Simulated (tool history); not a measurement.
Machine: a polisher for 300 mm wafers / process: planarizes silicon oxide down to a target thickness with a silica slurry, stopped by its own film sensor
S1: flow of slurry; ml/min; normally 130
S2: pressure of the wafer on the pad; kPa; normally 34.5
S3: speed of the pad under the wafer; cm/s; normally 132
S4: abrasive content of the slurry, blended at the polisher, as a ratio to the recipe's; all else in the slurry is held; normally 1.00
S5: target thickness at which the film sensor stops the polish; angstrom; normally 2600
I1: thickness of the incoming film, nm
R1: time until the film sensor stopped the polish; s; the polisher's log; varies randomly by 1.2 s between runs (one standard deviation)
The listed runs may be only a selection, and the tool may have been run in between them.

run 1 day=0.000 | S1=130 S2=34.5 S3=132 S4=1.00 S5=2600 | I1=744.0 | R1=136.0
-- day=0.396 worn pad replaced by a new one
run 2 day=0.575 | S1=130 S2=34.5 S3=132 S4=1.00 S5=3860 | I1=732.4 | R1=97.9
run 3 day=0.942 | S1=130 S2=34.5 S3=132 S4=1.00 S5=3860 | I1=734.2 | R1=100.0
run 4 day=1.442 | S1=130 S2=34.5 S3=132 S4=1.00 S5=2600 | I1=731.3 | R1=135.5
run 5 day=1.758 | S1=130 S2=34.5 S3=132 S4=1.00 S5=2600 | I1=746.1 | R1=141.3
run 6 day=2.200 | S1=130 S2=34.5 S3=132 S4=1.00 S5=2600 | I1=741.5 | R1=142.4
run 7 day=2.946 | S1=130 S2=34.5 S3=132 S4=1.00 S5=2600 | I1=749.2 | R1=146.7
run 8 day=3.221 | S1=130 S2=34.5 S3=132 S4=1.00 S5=2600 | I1=741.7 | R1=141.7
run 9 day=3.492 | S1=130 S2=34.5 S3=132 S4=1.00 S5=2600 | I1=742.8 | R1=146.1
-- day=3.712 slurry blender recalibrated
run 10 day=3.933 | S1=130 S2=34.5 S3=132 S4=1.00 S5=2600 | I1=738.5 | R1=145.0
-- day=4.404 conditioning disc replaced and pad reconditioned
-- day=4.412 worn pad replaced by a new one
run 11 day=4.433 | S1=130 S2=34.5 S3=132 S4=1.00 S5=2600 | I1=732.9 | R1=131.2
run 12 day=6.338 | S1=130 S2=34.5 S3=118 S4=0.70 S5=3260 | I1=755.0 | R1=172.8
run 13 day=6.754 | S1=130 S2=34.5 S3=132 S4=1.00 S5=3200 | I1=740.3 | R1=118.6
run 14 day=7.388 | S1=115 S2=24.8 S3=132 S4=1.00 S5=2600 | I1=751.0 | R1=178.6
-- day=7.721 head pressure recalibrated
run 15 day=8.088 | S1=130 S2=22.1 S3=132 S4=1.15 S5=2600 | I1=738.7 | R1=169.2
-- day=8.396 slurry blender recalibrated
run 16 day=8.504 | S1=130 S2=34.5 S3=132 S4=1.00 S5=4130 | I1=746.4 | R1=96.0
run 17 day=8.754 | S1=130 S2=34.5 S3=132 S4=1.00 S5=2600 | I1=730.8 | R1=137.7
-- day=8.958 worn pad replaced by a new one
run 18 day=9.075 | S1=105 S2=34.5 S3=108 S4=1.10 S5=3790 | I1=737.3 | R1=122.1
-- day=9.262 slurry nozzle cleaned
run 19 day=9.762 | S1=150 S2=31.0 S3=132 S4=1.25 S5=2600 | I1=744.4 | R1=132.5
run 20 day=10.388 | S1=130 S2=29.6 S3=96 S4=1.10 S5=2020 | I1=730.3 | R1=209.2
run 21 day=10.642 | S1=130 S2=34.5 S3=132 S4=1.00 S5=2600 | I1=733.7 | R1=144.1
run 22 day=11.367 | S1=95 S2=38.6 S3=132 S4=1.00 S5=1870 | I1=745.0 | R1=171.2
-- day=11.450 conditioning disc replaced and pad reconditioned
run 23 day=11.642 | S1=130 S2=34.5 S3=132 S4=1.00 S5=3860 | I1=741.1 | R1=97.7
run 24 day=12.108 | S1=130 S2=34.5 S3=132 S4=1.00 S5=2600 | I1=732.3 | R1=131.3
-- day=12.571 worn pad replaced by a new one
run 25 day=12.650 | S1=130 S2=34.5 S3=132 S4=1.00 S5=2600 | I1=750.8 | R1=138.0
-- day=12.925 slurry blender recalibrated
run 26 day=12.992 | S1=90 S2=24.8 S3=132 S4=1.00 S5=2600 | I1=743.7 | R1=189.7

Here are 3 independent what-if runs from the current tool condition. What would each one return?
run A day=13.012 | S1=130 S2=34.5 S3=132 S4=1.00 S5=2600 | I1=736.4 | R1=?
run B day=13.012 | S1=130 S2=34.5 S3=162 S4=0.75 S5=1090 | I1=736.4 | R1=?
run C day=13.012 | S1=130 S2=34.5 S3=132 S4=1.00 S5=4210 | I1=736.4 | R1=?

run=A R1=133.5
run=B R1=183.7
run=C R1=88.4
Without the tool's hidden state the same runs would have given:
run=A R1=130.8
run=B R1=179.2
run=C R1=86.6
